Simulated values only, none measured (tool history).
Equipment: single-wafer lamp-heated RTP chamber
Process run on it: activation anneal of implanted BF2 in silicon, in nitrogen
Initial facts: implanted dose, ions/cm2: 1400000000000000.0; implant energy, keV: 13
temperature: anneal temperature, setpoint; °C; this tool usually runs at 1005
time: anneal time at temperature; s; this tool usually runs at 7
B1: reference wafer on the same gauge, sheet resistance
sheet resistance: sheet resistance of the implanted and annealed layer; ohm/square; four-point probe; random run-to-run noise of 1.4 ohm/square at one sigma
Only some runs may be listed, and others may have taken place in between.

{"run": 1, "hour": 0.0, "temperature": 1005, "time": 10, "B1": 210.1, "sheet resistance": 206.15}
{"run": 2, "hour": 11.4, "temperature": 1005, "time": 4, "B1": 209.93, "sheet resistance": 240.98}
{"run": 3, "hour": 25.8, "temperature": 1005, "time": 4, "B1": 209.92, "sheet resistance": 239.92}
{"run": 4, "hour": 43.8, "temperature": 1005, "time": 4, "B1": 210.09, "sheet resistance": 236.22}
{"run": 5, "hour": 50.0, "temperature": 994, "time": 7, "B1": 209.86, "sheet resistance": 237.76}
{"run": 6, "hour": 64.6, "temperature": 994, "time": 7, "B1": 209.71, "sheet resistance": 233.96}
{"run": 7, "hour": 116.6, "temperature": 994, "time": 7, "B1": 209.97, "sheet resistance": 233.1}
{"hour": 129.6, "done": "pyrometer window cleaned and pyrometer calibrated"}
{"hour": 139.0, "done": "reflector plate cleaned"}
{"run": 8, "hour": 139.5, "temperature": 1011, "time": 5, "B1": 209.67, "sheet resistance": 237.83}
{"run": 9, "hour": 146.1, "temperature": 1032, "time": 5, "B1": 209.64, "sheet resistance": 206.01}
{"run": 10, "hour": 168.8, "temperature": 1005, "time": 4, "B1": 210.47, "sheet resistance": 254.62}
{"hour": 173.8, "done": "gauge calibrated"}
{"run": 11, "hour": 186.7, "temperature": 1013, "time": 8, "B1": 209.82, "sheet resistance": 215.77}
{"run": 12, "hour": 201.5, "temperature": 1020, "time": 7, "B1": 209.86, "sheet resistance": 214.26}
{"run": 13, "hour": 226.3, "temperature": 1023, "time": 10, "B1": 210.41, "sheet resistance": 190.78}
{"run": 14, "hour": 235.1, "temperature": 1025, "time": 7, "B1": 209.92, "sheet resistance": 202.25}
{"run": 15, "hour": 244.8, "temperature": 987, "time": 5, "B1": 209.87, "sheet resistance": 278.41}
{"run": 16, "hour": 256.3, "temperature": 990, "time": 10, "B1": 210.47, "sheet resistance": 249.46}

Branching from run 16: 4 alternative next runs. What would each branch give?
{"run": "A", "hour": 256.7, "temperature": 1005, "time": 7, "B1": "?", "sheet resistance": "?"}
{"run": "B", "hour": 256.7, "temperature": 982, "time": 9, "B1": "?", "sheet resistance": "?"}
{"run": "C", "hour": 256.7, "temperature": 1034, "time": 4, "B1": "?", "sheet resistance": "?"}
{"run": "D", "hour": 256.7, "temperature": 982, "time": 11, "B1": "?", "sheet resistance": "?"}

run=A B1=210.63 sheet_resistance=235.47
run=B B1=210.63 sheet_resistance=268.24
run=C B1=210.63 sheet_resistance=209.93
run=D B1=210.63 sheet_resistance=261.22
What these runs would have given with no unlogged condition in the tool:
run=A sheet_resistance=239.9
run=B sheet_resistance=273.41
run=C sheet_resistance=213.61
run=D sheet_resistance=266.56

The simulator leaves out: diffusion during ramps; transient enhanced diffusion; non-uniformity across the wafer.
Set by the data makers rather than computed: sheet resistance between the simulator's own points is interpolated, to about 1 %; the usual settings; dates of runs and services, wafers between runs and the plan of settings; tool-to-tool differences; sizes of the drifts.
